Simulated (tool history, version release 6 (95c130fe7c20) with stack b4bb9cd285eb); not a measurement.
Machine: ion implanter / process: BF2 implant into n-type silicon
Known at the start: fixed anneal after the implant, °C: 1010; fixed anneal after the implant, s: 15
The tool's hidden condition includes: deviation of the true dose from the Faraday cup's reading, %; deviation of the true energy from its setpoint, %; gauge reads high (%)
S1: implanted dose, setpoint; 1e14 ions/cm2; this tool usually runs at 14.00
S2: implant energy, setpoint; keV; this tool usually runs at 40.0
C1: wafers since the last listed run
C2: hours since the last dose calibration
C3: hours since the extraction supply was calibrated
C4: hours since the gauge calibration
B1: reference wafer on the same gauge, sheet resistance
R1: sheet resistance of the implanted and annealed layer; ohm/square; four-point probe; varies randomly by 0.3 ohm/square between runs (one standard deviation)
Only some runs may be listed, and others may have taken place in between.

Run 1, hour 0.0: usual settings; C1 0; C2 333.0; C3 6796.5; C4 268.3; B1 117.96. Result: R1 118.25 ohm/square.
Run 2, hour 43.9: usual settings but S1 16.32 1e14 ions/cm2; C1 724; C2 376.9; C3 6840.4; C4 312.2; B1 118.08. Result: R1 113.81 ohm/square.
Run 3, hour 86.8: usual settings but S1 16.32 1e14 ions/cm2; C1 708; C2 419.8; C3 6883.3; C4 355.1; B1 118.05. Result: R1 113.75 ohm/square.
Run 4, hour 111.1: usual settings but S1 16.32 1e14 ions/cm2; C1 401; C2 444.1; C3 6907.6; C4 379.4; B1 117.96. Result: R1 114.10 ohm/square.
Run 5, hour 158.8: usual settings; C1 787; C2 491.8; C3 6955.3; C4 427.1; B1 118.00. Result: R1 117.83 ohm/square.
Run 6, hour 196.9: usual settings; C1 629; C2 529.9; C3 6993.4; C4 465.2; B1 117.99. Result: R1 117.84 ohm/square.
Run 7, hour 255.3: usual settings; C1 964; C2 588.3; C3 7051.8; C4 523.6; B1 118.01. Result: R1 117.87 ohm/square.
Run 8, hour 298.3: usual settings but S1 15.30 1e14 ions/cm2; C1 710; C2 631.3; C3 7094.8; C4 566.6; B1 118.03. Result: R1 115.10 ohm/square.
Run 9, hour 331.6: usual settings but S1 15.30 1e14 ions/cm2; C1 549; C2 664.6; C3 7128.1; C4 599.9; B1 118.03. Result: R1 115.72 ohm/square.
Run 10, hour 366.9: usual settings but S1 15.30 1e14 ions/cm2; C1 582; C2 699.9; C3 7163.4; C4 635.2; B1 117.94. Result: R1 115.21 ohm/square.
Run 11, hour 394.0: usual settings but S2 31.5 keV; C1 447; C2 727.0; C3 7190.5; C4 662.3; B1 118.00. Result: R1 132.03 ohm/square.
Run 12, hour 447.9: usual settings but S2 31.5 keV; C1 890; C2 780.9; C3 7244.4; C4 716.2; B1 118.00. Result: R1 131.59 ohm/square.
At hour 490.4: extraction supply calibrated.
Run 13, hour 501.0: usual settings but S1 17.03 1e14 ions/cm2, S2 46.5 keV; C1 744; C2 834.0; C3 10.6; C4 769.3; B1 118.03. Result: R1 104.83 ohm/square.
Run 14, hour 540.3: usual settings; C1 648; C2 873.3; C3 49.9; C4 808.6; B1 117.95. Result: R1 117.42 ohm/square.
Run 15, hour 596.7: usual settings; C1 931; C2 929.7; C3 106.3; C4 865.0; B1 117.94. Result: R1 117.84 ohm/square.
At hour 627.9: Faraday cup replaced and dose calibrated.
Run 16, hour 630.1: usual settings; C1 419; C2 2.2; C3 139.7; C4 898.4; B1 118.04. Result: R1 116.86 ohm/square.
Run 17, hour 674.7: usual settings; C1 736; C2 46.8; C3 184.3; C4 943.0; B1 117.97. Result: R1 116.43 ohm/square.
Run 18, hour 720.8: usual settings; C1 761; C2 92.9; C3 230.4; C4 989.1; B1 118.05. Result: R1 116.27 ohm/square.
Run 19, hour 757.1: usual settings but S1 12.53 1e14 ions/cm2, S2 34.0 keV; C1 599; C2 129.2; C3 266.7; C4 1025.4; B1 118.03. Result: R1 128.89 ohm/square.
Run 20, hour 803.8: usual settings but S1 11.87 1e14 ions/cm2, S2 53.0 keV; C1 771; C2 175.9; C3 313.4; C4 1072.1; B1 117.95. Result: R1 109.47 ohm/square.
Run 21, hour 852.9: usual settings but S1 17.88 1e14 ions/cm2, S2 51.5 keV; C1 810; C2 225.0; C3 362.5; C4 1121.2; B1 117.99. Result: R1 98.05 ohm/square.
At hour 884.5: gauge calibrated.
Run 22, hour 910.8: usual settings; C1 956; C2 282.9; C3 420.4; C4 26.3; B1 117.97. Result: R1 116.28 ohm/square.
Run 23, hour 944.1: usual settings; C1 549; C2 316.2; C3 453.7; C4 59.6; B1 117.94. Result: R1 116.78 ohm/square.
At hour 974.7: Faraday cup replaced and dose calibrated, repeated, since the last time left the tool worse.
Run 24, hour 978.7: usual settings but S1 17.00 1e14 ions/cm2; C1 439; C2 4.0; C3 488.3; C4 94.2; B1 118.02. Result: R1 113.38 ohm/square.
Run 25, hour 1017.6: usual settings but S1 16.79 1e14 ions/cm2; C1 642; C2 42.9; C3 527.2; C4 133.1; B1 118.03. Result: R1 113.81 ohm/square.
Run 26, hour 1058.0: usual settings but S1 10.10 1e14 ions/cm2; C1 667; C2 83.3; C3 567.6; C4 173.5; B1 117.94. Result: R1 134.99 ohm/square.
Run 27, hour 1105.3: usual settings but S1 10.86 1e14 ions/cm2, S2 29.0 keV; C1 781; C2 130.6; C3 614.9; C4 220.8; B1 118.07. Result: R1 147.39 ohm/square.
Run 28, hour 1141.3: usual settings but S1 15.30 1e14 ions/cm2; C1 594; C2 166.6; C3 650.9; C4 256.8; B1 118.02. Result: R1 116.17 ohm/square.
Run 29, hour 1178.2: usual settings but S1 11.38 1e14 ions/cm2, S2 30.5 keV; C1 609; C2 203.5; C3 687.8; C4 293.7; B1 117.97. Result: R1 142.52 ohm/square.
Run 30, hour 1231.9: usual settings but S1 12.65 1e14 ions/cm2, S2 27.0 keV; C1 886; C2 257.2; C3 741.5; C4 347.4; B1 118.01. Result: R1 145.50 ohm/square.
Run 31, hour 1294.8: usual settings but S1 18.02 1e14 ions/cm2; C1 1038; C2 320.1; C3 804.4; C4 410.3; B1 118.04. Result: R1 112.09 ohm/square.
Run 32, hour 1323.1: usual settings; C1 467; C2 348.4; C3 832.7; C4 438.6; B1 118.01. Result: R1 117.64 ohm/square.
Run 33, hour 1372.5: usual settings but S1 16.67 1e14 ions/cm2; C1 815; C2 397.8; C3 882.1; C4 488.0; B1 118.05. Result: R1 113.40 ohm/square.
Run 34, hour 1416.8: usual settings but S1 17.09 1e14 ions/cm2, S2 36.0 keV; C1 731; C2 442.1; C3 926.4; C4 532.3; B1 118.01. Result: R1 119.57 ohm/square.
Run 35, hour 1479.0: usual settings but S1 16.50 1e14 ions/cm2, S2 34.0 keV; C1 1027; C2 504.3; C3 988.6; C4 594.5; B1 118.01. Result: R1 124.05 ohm/square.

Branching from run 35: 5 alternative next runs. What would each branch give?
Run A, hour 1479.4: usual settings but S2 51.5 keV; C1 6; C2 504.7; C3 989.0; C4 594.9; B1 ?. Result: R1 ?.
Run B, hour 1479.4: usual settings but S1 11.89 1e14 ions/cm2, S2 47.5 keV; C1 6; C2 504.7; C3 989.0; C4 594.9; B1 ?. Result: R1 ?.
Run C, hour 1479.4: usual settings but S2 33.0 keV; C1 6; C2 504.7; C3 989.0; C4 594.9; B1 ?. Result: R1 ?.
Run D, hour 1479.4: usual settings but S1 12.18 1e14 ions/cm2; C1 6; C2 504.7; C3 989.0; C4 594.9; B1 ?. Result: R1 ?.
Run E, hour 1479.4: usual settings but S1 12.43 1e14 ions/cm2, S2 47.5 keV; C1 6; C2 504.7; C3 989.0; C4 594.9; B1 ?. Result: R1 ?.

run      B1      R1
  A  117.99  105.74
  B  117.99  116.35
  C  117.99  129.27
  D  117.99  123.27
  E  117.99  114.16
Stripped of hidden state, with their random variation kept, the same runs would have yielded:
run      R1
  A  106.37
  B  117.24
  C  129.77
  D  124.04
  E  114.96

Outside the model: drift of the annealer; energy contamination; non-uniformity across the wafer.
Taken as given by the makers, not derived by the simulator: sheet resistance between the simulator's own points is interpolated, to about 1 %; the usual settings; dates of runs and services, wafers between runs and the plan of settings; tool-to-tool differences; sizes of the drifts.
